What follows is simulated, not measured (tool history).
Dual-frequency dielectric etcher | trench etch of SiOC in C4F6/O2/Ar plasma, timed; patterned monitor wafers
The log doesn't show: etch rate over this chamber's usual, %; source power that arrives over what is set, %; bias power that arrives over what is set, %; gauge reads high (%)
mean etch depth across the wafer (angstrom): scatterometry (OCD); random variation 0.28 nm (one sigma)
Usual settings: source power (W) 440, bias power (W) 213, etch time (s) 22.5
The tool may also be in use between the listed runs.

run	hour	source power (W)	bias power (W)	etch time (s)	wafers since the last listed run	hours since the last wet clean	hours since the last source power generator calibration	hours since the last bias power generator calibration	hours since the last upper electrode change	hours since the gauge calibration	read-back reference wafer on the same gauge, depth_nm	mean etch depth across the wafer (angstrom)
1	0	440	213	22.5	0	372.2	4185.1	4292.4	4361.9	355.9	54.1	504
2	26.3	440	213	22.5	455	398.5	4211.4	4318.7	4388.2	382.2	53.9	501
3	42.9	440	213	26.5	287	415.1	4228	4335.3	4404.8	398.8	53.9	592
4	68.7	440	213	26.5	446	440.9	4253.8	4361.1	4430.6	424.6	54	585
5	80.9	440	213	17	211	453.1	4266	4373.3	4442.8	436.8	54.1	382
6	100	440	213	22.5	330	472.2	4285.1	4392.4	4461.9	455.9	54	496
# hour 139.6: wet clean of the chamber
7	140.1	520	213	22.5	278	0.5	4325.2	4432.5	4502	496	54.1	588
# hour 150.3: bias power generator calibrated
8	155.6	520	213	22.5	199	16	4340.7	5.3	4517.5	511.5	54.1	585
9	182.1	520	213	22.5	458	42.5	4367.2	31.8	4544	538	54	583
10	197	440	199	18	257	57.4	4382.1	46.7	4558.9	552.9	54	435
# hour 205.2: gauge calibrated
11	216.8	440	213	22.5	342	77.2	4401.9	66.5	4578.7	11.6	54	555
# hour 269.8: wet clean of the chamber, repeated, since the last time left the tool worse
# hour 288.6: upper electrode replaced
12	289.1	440	213	22.5	510	19.3	4474.2	138.8	0.5	83.9	54	519
13	289.4	510	176	22.5	5	19.6	4474.5	139.1	0.8	84.2	54	517
14	292.6	470	171	17	55	22.8	4477.7	142.3	4	87.4	54	374
15	315.1	440	213	22.5	389	45.3	4500.2	164.8	26.5	109.9	53.9	519
16	348.6	410	255	18.5	579	78.8	4533.7	198.3	60	143.4	54.1	440
17	364.5	440	213	22.5	275	94.7	4549.6	214.2	75.9	159.3	54	520
18	389.9	440	213	22.5	439	120.1	4575	239.6	101.3	184.7	54	514
19	419.8	550	193	22.5	517	150	4604.9	269.5	131.2	214.6	54	539
20	443.6	510	213	29	411	173.8	4628.7	293.3	155	238.4	54	697
# hour 451.3: source power generator calibrated
21	471.4	440	213	22.5	411	201.6	20.1	321.1	182.8	266.2	54	514
22	503.1	440	253	22.5	548	233.3	51.8	352.8	214.5	297.9	54	536
23	523	440	213	29.5	344	253.2	71.7	372.7	234.4	317.8	54	673
24	555.9	440	213	22.5	569	286.1	104.6	405.6	267.3	350.7	54	513
25	577.1	440	213	22.5	366	307.3	125.8	426.8	288.5	371.9	54	510
26	598.9	410	213	27.5	377	329.1	147.6	448.6	310.3	393.7	54	609
27	614.8	530	173	25.5	275	345	163.5	464.5	326.2	409.6	54	581
28	641.4	520	257	19	460	371.6	190.1	491.1	352.8	436.2	53.9	481
29	661.4	440	213	22.5	346	391.6	210.1	511.1	372.8	456.2	54.1	509

5 ways to go on from here, each from the tool as it stands after run 29. What would each give?
A	661.8	440	213	18	6	392	210.5	511.5	373.2	456.6	?	?
B	661.8	520	265	19.5	6	392	210.5	511.5	373.2	456.6	?	?
C	661.8	540	213	25.5	6	392	210.5	511.5	373.2	456.6	?	?
D	661.8	330	239	16	6	392	210.5	511.5	373.2	456.6	?	?
E	661.8	440	237	25	6	392	210.5	511.5	373.2	456.6	?	?

run	read-back reference wafer on the same gauge, depth_nm	mean etch depth across the wafer (angstrom)
A	54	406
B	54	499
C	54	615
D	54	343
E	54	584
Without the tool's hidden state the same runs would have given:
run	mean etch depth across the wafer (angstrom)
A	418
B	514
C	634
D	353
E	602
